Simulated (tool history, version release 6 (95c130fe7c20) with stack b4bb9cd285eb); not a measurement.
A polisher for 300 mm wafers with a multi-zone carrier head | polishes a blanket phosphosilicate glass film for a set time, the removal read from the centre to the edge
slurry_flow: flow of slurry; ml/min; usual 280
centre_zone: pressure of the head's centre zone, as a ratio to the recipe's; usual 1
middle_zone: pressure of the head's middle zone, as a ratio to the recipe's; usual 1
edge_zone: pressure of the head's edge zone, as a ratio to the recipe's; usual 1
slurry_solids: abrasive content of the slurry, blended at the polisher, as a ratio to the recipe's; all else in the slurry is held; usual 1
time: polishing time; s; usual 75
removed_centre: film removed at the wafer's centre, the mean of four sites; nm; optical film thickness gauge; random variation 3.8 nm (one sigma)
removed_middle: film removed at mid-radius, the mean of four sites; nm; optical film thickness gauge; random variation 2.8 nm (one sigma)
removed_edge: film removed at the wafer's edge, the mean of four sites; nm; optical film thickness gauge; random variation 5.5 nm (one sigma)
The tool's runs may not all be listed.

run,hour,slurry_flow,centre_zone,middle_zone,edge_zone,slurry_solids,time,"incoming thickness of the incoming film, nm",removed_centre,removed_middle,removed_edge
1,0,315,1,1,1.07,1,51,2420.3,260.1,282.9,289.9
2,13.8,280,1,1,1,1,60,2458.3,302.7,324.3,322.6
3,28.3,315,1,1,1.07,1,51,2488.8,266.3,278.6,290.6
4,44.2,280,1,1,0.96,0.8,99,2464.9,455.4,503.5,487.3
5,60.1,280,1,1,1.07,1,75,2483.2,372.7,400.4,406.9
6,75.9,280,1.12,1.09,0.88,1,58,2460.1,302.7,330.3,293.8
7,85.9,280,1,1,1,1,75,2449.4,365.7,397.9,397.7
# hour 88.2: edge zone pressure recalibrated
8,94,280,1,1,0.91,1,75,2467.2,361.7,395.1,384.5
# hour 98.2: worn pad replaced by a new one
# hour 101.4: carrier head's membrane replaced by a new one
9,106.6,280,1,1,0.94,1,75,2457.1,359.3,392.2,382.4
# hour 116.6: slurry nozzle cleaned
10,118.2,365,1.1,1.07,1.06,1,75,2453.1,443.6,472.9,444.5
11,135.3,280,1.09,1,1.06,1,75,2436,423.9,435.6,431.6
# hour 152.2: centre zone pressure recalibrated
12,184.3,340,1,0.94,1,1,53,2478,308.2,296.5,303.3
# hour 197.5: worn pad replaced by a new one
13,201.4,280,1,1,1,1,67,2503.3,382.7,387.8,368.2
14,209.4,280,0.97,1,1,1,75,2485.4,419.5,429.5,425.9
15,228.3,320,1,1,1,1,52,2425.2,299.1,304.8,300.4
16,238.3,190,1,1,1,1.3,100,2510.4,572.7,587.6,575.1
17,262.4,280,1,1,1,1,75,2409.8,423.4,432.8,425.1
18,273.7,280,1.06,1,0.93,1,49,2478.3,287.2,284.7,264.3
19,280.5,280,1,1,1.08,1.3,75,2493.6,460.4,464.2,473.8
20,294.2,280,1,1,1.04,1,75,2472.2,424.9,431.5,435.2

Forecast each of these 5 alternatives for the next run:
A,294.7,280,1,1,1,1.25,75,2503.5,?,?,?
B,294.7,280,1,1,1,1.15,75,2503.5,?,?,?
C,294.7,280,1,1.07,1,1,57,2503.5,?,?,?
D,294.7,320,1,1,1,0.8,75,2503.5,?,?,?
E,294.7,280,1,1,0.93,1,83,2503.5,?,?,?

run,removed_centre,removed_middle,removed_edge
A,453.3,460.9,448.1
B,442.4,449.8,437.3
C,322.9,347.6,318.8
D,404.5,410.7,397.8
E,470,477.9,448.9
Without the tool's hidden state the same runs would have given:
run,removed_centre,removed_middle,removed_edge
A,456.1,462.9,449.6
B,445.2,451.9,438.8
C,324.9,349.1,319.8
D,406.7,412.3,399
E,472.9,480.1,450.4
